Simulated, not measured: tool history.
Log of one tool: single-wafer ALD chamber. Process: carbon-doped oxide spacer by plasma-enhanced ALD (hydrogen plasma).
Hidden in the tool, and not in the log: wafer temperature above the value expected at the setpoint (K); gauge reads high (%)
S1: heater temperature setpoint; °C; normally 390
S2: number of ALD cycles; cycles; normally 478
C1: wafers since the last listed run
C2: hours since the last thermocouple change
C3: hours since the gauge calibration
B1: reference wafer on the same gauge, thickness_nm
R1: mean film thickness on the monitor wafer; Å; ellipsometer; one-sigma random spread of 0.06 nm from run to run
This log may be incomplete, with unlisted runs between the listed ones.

run,hour,S1,S2,C1,C2,C3,B1,R1
1,0.0,390,478,0,30.7,537.3,23.182,236.66
2,59.2,390,478,63,89.9,596.5,23.163,236.05
3,113.5,390,478,58,144.2,650.8,23.133,236.51
4,186.0,390,478,77,216.7,723.3,23.120,235.93
5,284.9,390,478,106,315.6,822.2,23.132,235.70
6,354.6,390,478,74,385.3,891.9,23.095,235.43
7,392.7,402,478,40,423.4,930.0,23.121,234.27
8,449.3,402,478,60,480.0,986.6,23.095,234.27
9,513.2,383,444,68,543.9,1050.5,23.085,218.62
10,591.8,383,530,84,622.5,1129.1,23.055,261.08
11,657.5,390,478,70,688.2,1194.8,23.092,235.75
12,701.6,383,478,47,732.3,1238.9,23.063,235.19
13,751.4,390,478,53,782.1,1288.7,23.054,234.89
14,837.2,390,478,92,867.9,1374.5,23.060,234.64
15,894.2,390,478,61,924.9,1431.5,23.081,235.36
16,936.6,390,478,45,967.3,1473.9,23.090,235.49
17,1019.1,390,478,88,1049.8,1556.4,23.062,234.35
# hour 1042.3: gauge calibrated
18,1135.7,390,478,125,1166.4,93.4,23.323,237.80
19,1209.6,378,399,79,1240.3,167.3,23.279,198.12
20,1287.9,397,560,83,1318.6,245.6,23.224,276.60
21,1385.8,401,390,104,1416.5,343.5,23.181,193.69
22,1426.5,390,478,43,1457.2,384.2,23.168,236.31
23,1468.6,399,413,45,1499.3,426.3,23.184,203.84
# hour 1486.6: thermocouple changed; heater temperature recalibrated
24,1564.1,401,527,93,77.5,521.8,23.094,260.32
25,1637.6,375,478,78,151.0,595.3,23.119,236.30
26,1706.7,390,478,74,220.1,664.4,23.078,234.46
27,1795.9,390,478,95,309.3,753.6,23.101,235.90
28,1838.7,379,562,45,352.1,796.4,23.099,278.07
29,1911.6,396,427,78,425.0,869.3,23.066,209.05
30,2053.9,386,478,152,567.3,1011.6,23.058,234.83
31,2144.0,390,412,96,657.4,1101.7,23.007,202.81
32,2230.8,390,478,93,744.2,1188.5,23.051,235.51
33,2305.9,390,478,80,819.3,1263.6,23.063,234.06
34,2395.1,403,449,95,908.5,1352.8,23.012,219.99
# hour 2446.3: gauge calibrated
35,2472.4,385,416,82,985.8,26.1,23.376,206.91
36,2534.1,381,478,66,1047.5,87.8,23.412,237.51

Some steps in R1 between neighbouring runs. How much of each would the tool show without its hidden state too (settings, what came in, random variation), and how much is left for the hidden state, with any gauge scatter that isn't in both results?
Run 17 -> 18: gauge calibrated. R1 +3.45 Å: hidden state +2.53, all else +0.92.
Run 19 -> 20: S1 378 -> 397, S2 399 -> 560. R1 +78.48 Å: hidden state -0.89, all else +79.37.
Run 20 -> 21: S1 397 -> 401, S2 560 -> 390. R1 -82.91 Å: hidden state +0.27, all else -83.18.
Run 28 -> 29: S1 379 -> 396, S2 562 -> 427. R1 -69.02 Å: hidden state +0.86, all else -69.88.
Run 34 -> 35: S1 403 -> 385, S2 449 -> 416, gauge calibrated. R1 -13.08 Å: hidden state +3.61, all else -16.69.

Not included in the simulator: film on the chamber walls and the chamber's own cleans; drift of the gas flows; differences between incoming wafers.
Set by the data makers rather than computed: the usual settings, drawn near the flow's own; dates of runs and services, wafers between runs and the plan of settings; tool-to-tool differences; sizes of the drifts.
